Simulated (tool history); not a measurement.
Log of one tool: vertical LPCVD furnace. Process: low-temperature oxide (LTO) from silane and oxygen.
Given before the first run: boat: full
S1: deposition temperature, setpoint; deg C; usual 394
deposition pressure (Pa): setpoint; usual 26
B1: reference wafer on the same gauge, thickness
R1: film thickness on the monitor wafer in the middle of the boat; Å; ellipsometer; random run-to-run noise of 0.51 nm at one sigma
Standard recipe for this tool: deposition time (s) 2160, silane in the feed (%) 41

run 1 hour=0 | S1=385 deposition_pressure_(Pa)=26 deposition_time_(s)=2160 silane_in_the_feed_(%)=41 | B1=315.04 | R1=2837.6
run 2 hour=16.4 | S1=385 deposition_pressure_(Pa)=26 deposition_time_(s)=2160 silane_in_the_feed_(%)=41 | B1=314.89 | R1=2847
run 3 hour=25.9 | S1=385 deposition_pressure_(Pa)=26 deposition_time_(s)=2160 silane_in_the_feed_(%)=41 | B1=314.92 | R1=2847.2
run 4 hour=36.5 | S1=394 deposition_pressure_(Pa)=26 deposition_time_(s)=2160 silane_in_the_feed_(%)=41 | B1=315.11 | R1=3144.4
run 5 hour=52.8 | S1=394 deposition_pressure_(Pa)=26 deposition_time_(s)=2160 silane_in_the_feed_(%)=41 | B1=314.99 | R1=3142.5
run 6 hour=59.6 | S1=394 deposition_pressure_(Pa)=26 deposition_time_(s)=2580 silane_in_the_feed_(%)=41 | B1=314.8 | R1=3761.4
-- hour=113.9 pressure gauge zeroed
run 7 hour=114.4 | S1=394 deposition_pressure_(Pa)=26 deposition_time_(s)=2580 silane_in_the_feed_(%)=41 | B1=315.03 | R1=3758.9
-- hour=118.2 gauge calibrated
run 8 hour=119.7 | S1=394 deposition_pressure_(Pa)=26 deposition_time_(s)=2580 silane_in_the_feed_(%)=41 | B1=315.09 | R1=3762.8
run 9 hour=127 | S1=394 deposition_pressure_(Pa)=26 deposition_time_(s)=2160 silane_in_the_feed_(%)=41 | B1=315.24 | R1=3155.6
run 10 hour=144.3 | S1=394 deposition_pressure_(Pa)=26 deposition_time_(s)=2160 silane_in_the_feed_(%)=41 | B1=315.01 | R1=3146.1
run 11 hour=154.8 | S1=394 deposition_pressure_(Pa)=26 deposition_time_(s)=2160 silane_in_the_feed_(%)=41 | B1=315.28 | R1=3149.8
run 12 hour=166.4 | S1=394 deposition_pressure_(Pa)=26 deposition_time_(s)=2160 silane_in_the_feed_(%)=41 | B1=314.86 | R1=3145.9
-- hour=195.6 thermocouples replaced and temperature profile calibrated
run 13 hour=196.1 | S1=394 deposition_pressure_(Pa)=26 deposition_time_(s)=2160 silane_in_the_feed_(%)=41 | B1=315.12 | R1=3217.6
run 14 hour=199.7 | S1=383 deposition_pressure_(Pa)=24 deposition_time_(s)=1680 silane_in_the_feed_(%)=38 | B1=314.79 | R1=1860.7
run 15 hour=203.2 | S1=403 deposition_pressure_(Pa)=24 deposition_time_(s)=1470 silane_in_the_feed_(%)=46 | B1=314.92 | R1=2516
run 16 hour=207.9 | S1=394 deposition_pressure_(Pa)=26 deposition_time_(s)=2970 silane_in_the_feed_(%)=47 | B1=314.69 | R1=5107.1
-- hour=234.8 silane flow controller replaced
run 17 hour=235.3 | S1=391 deposition_pressure_(Pa)=26 deposition_time_(s)=1740 silane_in_the_feed_(%)=41 | B1=314.82 | R1=2507.5
run 18 hour=238.9 | S1=390 deposition_pressure_(Pa)=24 deposition_time_(s)=2520 silane_in_the_feed_(%)=41 | B1=314.95 | R1=3316.9
run 19 hour=244.4 | S1=387 deposition_pressure_(Pa)=26 deposition_time_(s)=2160 silane_in_the_feed_(%)=38 | B1=314.67 | R1=2711.8
run 20 hour=256.7 | S1=394 deposition_pressure_(Pa)=26 deposition_time_(s)=2160 silane_in_the_feed_(%)=41 | B1=314.95 | R1=3218.8
-- hour=281.7 thermocouples replaced and temperature profile calibrated, repeated, since the last time left the tool worse
run 21 hour=282.2 | S1=394 deposition_pressure_(Pa)=26 deposition_time_(s)=2160 silane_in_the_feed_(%)=47 | B1=315.01 | R1=3544.6
-- hour=290 gauge calibrated
run 22 hour=290.7 | S1=394 deposition_pressure_(Pa)=26 deposition_time_(s)=2160 silane_in_the_feed_(%)=47 | B1=315.2 | R1=3543.5
run 23 hour=301.3 | S1=401 deposition_pressure_(Pa)=31.3 deposition_time_(s)=2490 silane_in_the_feed_(%)=44 | B1=314.88 | R1=4952.7
run 24 hour=329 | S1=382 deposition_pressure_(Pa)=32 deposition_time_(s)=2160 silane_in_the_feed_(%)=38 | B1=315.08 | R1=2972.8
run 25 hour=342.8 | S1=384 deposition_pressure_(Pa)=26 deposition_time_(s)=2160 silane_in_the_feed_(%)=41 | B1=314.91 | R1=2733.1
run 26 hour=359.9 | S1=394 deposition_pressure_(Pa)=26 deposition_time_(s)=2160 silane_in_the_feed_(%)=41 | B1=315.1 | R1=3073.1
run 27 hour=376.8 | S1=394 deposition_pressure_(Pa)=26 deposition_time_(s)=2160 silane_in_the_feed_(%)=41 | B1=315.1 | R1=3074

Difference, measured minus no-hidden-state, one row per run. Run-to-run variation is common to both terms; the gauge's own scatter need not be:
The hidden state here: true tube temperature minus thermocouple reading, K; true pressure minus gauge reading, mTorr; deviation of the silane flow from its setpoint, %; gauge reads high (%).
run=1 R1=+91.8
run=2 R1=+92.3
run=3 R1=+92.4
run=4 R1=+98.6
run=5 R1=+98.6
run=6 R1=+118.1
run=7 R1=+118.7
run=8 R1=+118.8
run=9 R1=+99.7
run=10 R1=+99.5
run=11 R1=+99.8
run=12 R1=+99.7
run=13 R1=+168.7
run=14 R1=+104.4
run=15 R1=+123.4
run=16 R1=+258.3
run=17 R1=+137.4
run=18 R1=+183
run=19 R1=+155.4
run=20 R1=+177.2
run=21 R1=+6.1
run=22 R1=+7.5
run=23 R1=+12.9
run=24 R1=+12.8
run=25 R1=+13.2
run=26 R1=+16.5
run=27 R1=+18.8
